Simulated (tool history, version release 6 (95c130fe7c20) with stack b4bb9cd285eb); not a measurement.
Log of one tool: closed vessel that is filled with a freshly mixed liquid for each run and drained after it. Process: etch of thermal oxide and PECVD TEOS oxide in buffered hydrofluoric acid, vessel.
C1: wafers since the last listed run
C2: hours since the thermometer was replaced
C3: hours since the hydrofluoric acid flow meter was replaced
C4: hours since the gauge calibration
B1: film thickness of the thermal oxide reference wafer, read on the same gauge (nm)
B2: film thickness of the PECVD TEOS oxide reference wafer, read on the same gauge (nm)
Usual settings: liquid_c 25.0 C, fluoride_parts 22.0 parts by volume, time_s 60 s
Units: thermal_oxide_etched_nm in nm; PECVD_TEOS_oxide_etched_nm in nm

run 1 hour=0.0 | liquid_c=25.0 fluoride_parts=28.0 time_s=60 | C1=0 C2=920.2 C3=10.8 C4=3285.6 | B1=60.01 B2=90.00 | thermal_oxide_etched_nm=28.17 PECVD_TEOS_oxide_etched_nm=47.45
run 2 hour=101.5 | liquid_c=25.0 fluoride_parts=28.0 time_s=60 | C1=8696 C2=1021.7 C3=112.3 C4=3387.1 | B1=59.97 B2=89.99 | thermal_oxide_etched_nm=28.16 PECVD_TEOS_oxide_etched_nm=46.73
run 3 hour=298.9 | liquid_c=25.0 fluoride_parts=22.0 time_s=60 | C1=16913 C2=1219.1 C3=309.7 C4=3584.5 | B1=60.01 B2=89.99 | thermal_oxide_etched_nm=32.46 PECVD_TEOS_oxide_etched_nm=53.71
run 4 hour=386.1 | liquid_c=25.0 fluoride_parts=22.0 time_s=60 | C1=7471 C2=1306.3 C3=396.9 C4=3671.7 | B1=60.01 B2=89.99 | thermal_oxide_etched_nm=31.82 PECVD_TEOS_oxide_etched_nm=52.51
run 5 hour=422.8 | liquid_c=28.0 fluoride_parts=22.0 time_s=60 | C1=3144 C2=1343.0 C3=433.6 C4=3708.4 | B1=60.00 B2=90.04 | thermal_oxide_etched_nm=36.97 PECVD_TEOS_oxide_etched_nm=61.83
-- hour=472.4 thermometer replaced
run 6 hour=487.4 | liquid_c=28.0 fluoride_parts=22.0 time_s=60 | C1=5449 C2=15.0 C3=498.2 C4=3773.0 | B1=60.00 B2=90.00 | thermal_oxide_etched_nm=41.20 PECVD_TEOS_oxide_etched_nm=67.18
run 7 hour=560.0 | liquid_c=25.0 fluoride_parts=27.0 time_s=60 | C1=6220 C2=87.6 C3=570.8 C4=3845.6 | B1=60.01 B2=90.00 | thermal_oxide_etched_nm=29.83 PECVD_TEOS_oxide_etched_nm=49.43
-- hour=579.8 gauge calibrated
run 8 hour=630.1 | liquid_c=29.5 fluoride_parts=17.5 time_s=60 | C1=6006 C2=157.7 C3=640.9 C4=50.3 | B1=60.01 B2=90.02 | thermal_oxide_etched_nm=50.40 PECVD_TEOS_oxide_etched_nm=85.01
run 9 hour=698.9 | liquid_c=23.5 fluoride_parts=29.0 time_s=30 | C1=5894 C2=226.5 C3=709.7 C4=119.1 | B1=60.00 B2=90.03 | thermal_oxide_etched_nm=12.65 PECVD_TEOS_oxide_etched_nm=21.14
-- hour=723.8 hydrofluoric acid flow meter replaced
run 10 hour=777.6 | liquid_c=25.0 fluoride_parts=30.0 time_s=85 | C1=6657 C2=305.2 C3=53.8 C4=197.8 | B1=59.98 B2=90.03 | thermal_oxide_etched_nm=40.46 PECVD_TEOS_oxide_etched_nm=67.06
run 11 hour=1042.7 | liquid_c=25.0 fluoride_parts=22.0 time_s=60 | C1=22714 C2=570.3 C3=318.9 C4=462.9 | B1=60.02 B2=90.00 | thermal_oxide_etched_nm=34.18 PECVD_TEOS_oxide_etched_nm=56.58
run 12 hour=1146.5 | liquid_c=25.0 fluoride_parts=22.0 time_s=60 | C1=8893 C2=674.1 C3=422.7 C4=566.7 | B1=59.98 B2=90.00 | thermal_oxide_etched_nm=32.91 PECVD_TEOS_oxide_etched_nm=55.12
run 13 hour=1186.6 | liquid_c=30.0 fluoride_parts=26.0 time_s=30 | C1=3435 C2=714.2 C3=462.8 C4=606.8 | B1=60.01 B2=89.99 | thermal_oxide_etched_nm=19.10 PECVD_TEOS_oxide_etched_nm=31.78
run 14 hour=1286.0 | liquid_c=23.0 fluoride_parts=15.0 time_s=60 | C1=8516 C2=813.6 C3=562.2 C4=706.2 | B1=60.01 B2=90.01 | thermal_oxide_etched_nm=40.39 PECVD_TEOS_oxide_etched_nm=67.93
run 15 hour=1351.5 | liquid_c=22.0 fluoride_parts=26.5 time_s=85 | C1=5612 C2=879.1 C3=627.7 C4=771.7 | B1=60.02 B2=89.98 | thermal_oxide_etched_nm=34.40 PECVD_TEOS_oxide_etched_nm=56.63
run 16 hour=1452.8 | liquid_c=25.0 fluoride_parts=22.0 time_s=90 | C1=8679 C2=980.4 C3=729.0 C4=873.0 | B1=60.00 B2=90.00 | thermal_oxide_etched_nm=47.54 PECVD_TEOS_oxide_etched_nm=79.70
-- hour=1469.5 hydrofluoric acid flow meter replaced
run 17 hour=1526.1 | liquid_c=29.0 fluoride_parts=14.0 time_s=60 | C1=6194 C2=1053.7 C3=56.6 C4=946.3 | B1=60.01 B2=89.99 | thermal_oxide_etched_nm=62.29 PECVD_TEOS_oxide_etched_nm=104.09
run 18 hour=1589.1 | liquid_c=25.0 fluoride_parts=22.0 time_s=60 | C1=5397 C2=1116.7 C3=119.6 C4=1009.3 | B1=60.00 B2=89.96 | thermal_oxide_etched_nm=33.05 PECVD_TEOS_oxide_etched_nm=55.81
run 19 hour=1685.6 | liquid_c=25.0 fluoride_parts=22.0 time_s=60 | C1=8268 C2=1213.2 C3=216.1 C4=1105.8 | B1=60.01 B2=90.02 | thermal_oxide_etched_nm=33.29 PECVD_TEOS_oxide_etched_nm=54.91
run 20 hour=1746.1 | liquid_c=29.5 fluoride_parts=26.5 time_s=40 | C1=5183 C2=1273.7 C3=276.6 C4=1166.3 | B1=59.98 B2=89.97 | thermal_oxide_etched_nm=24.36 PECVD_TEOS_oxide_etched_nm=39.90
-- hour=1769.0 thermometer replaced
run 21 hour=1849.3 | liquid_c=25.0 fluoride_parts=18.0 time_s=60 | C1=8756 C2=80.3 C3=379.8 C4=1269.5 | B1=60.01 B2=90.00 | thermal_oxide_etched_nm=40.79 PECVD_TEOS_oxide_etched_nm=67.93
run 22 hour=1890.5 | liquid_c=25.0 fluoride_parts=26.0 time_s=80 | C1=3530 C2=121.5 C3=421.0 C4=1310.7 | B1=60.00 B2=89.97 | thermal_oxide_etched_nm=41.13 PECVD_TEOS_oxide_etched_nm=67.89
run 23 hour=1987.0 | liquid_c=22.5 fluoride_parts=15.5 time_s=60 | C1=8268 C2=218.0 C3=517.5 C4=1407.2 | B1=59.99 B2=90.00 | thermal_oxide_etched_nm=40.29 PECVD_TEOS_oxide_etched_nm=68.01
run 24 hour=2077.3 | liquid_c=26.5 fluoride_parts=22.0 time_s=60 | C1=7737 C2=308.3 C3=607.8 C4=1497.5 | B1=60.01 B2=90.02 | thermal_oxide_etched_nm=36.67 PECVD_TEOS_oxide_etched_nm=61.79
run 25 hour=2170.6 | liquid_c=22.5 fluoride_parts=22.0 time_s=85 | C1=7994 C2=401.6 C3=701.1 C4=1590.8 | B1=59.99 B2=90.02 | thermal_oxide_etched_nm=41.81 PECVD_TEOS_oxide_etched_nm=68.48

Run 26 comes next. What will it give?
-- hour=2222.5 hydrofluoric acid flow meter replaced
run 26 hour=2261.1 | liquid_c=23.5 fluoride_parts=22.0 time_s=60 | C1=7668 C2=492.1 C3=38.6 C4=1681.3 | B1=? B2=? | thermal_oxide_etched_nm=? PECVD_TEOS_oxide_etched_nm=?

B1: 60.01
B2: 90.00
thermal_oxide_etched_nm: 32.29 nm
PECVD_TEOS_oxide_etched_nm: 53.57 nm
Without the tool's hidden state the same run would have given thermal_oxide_etched_nm 34.00 nm, PECVD_TEOS_oxide_etched_nm 56.40 nm.

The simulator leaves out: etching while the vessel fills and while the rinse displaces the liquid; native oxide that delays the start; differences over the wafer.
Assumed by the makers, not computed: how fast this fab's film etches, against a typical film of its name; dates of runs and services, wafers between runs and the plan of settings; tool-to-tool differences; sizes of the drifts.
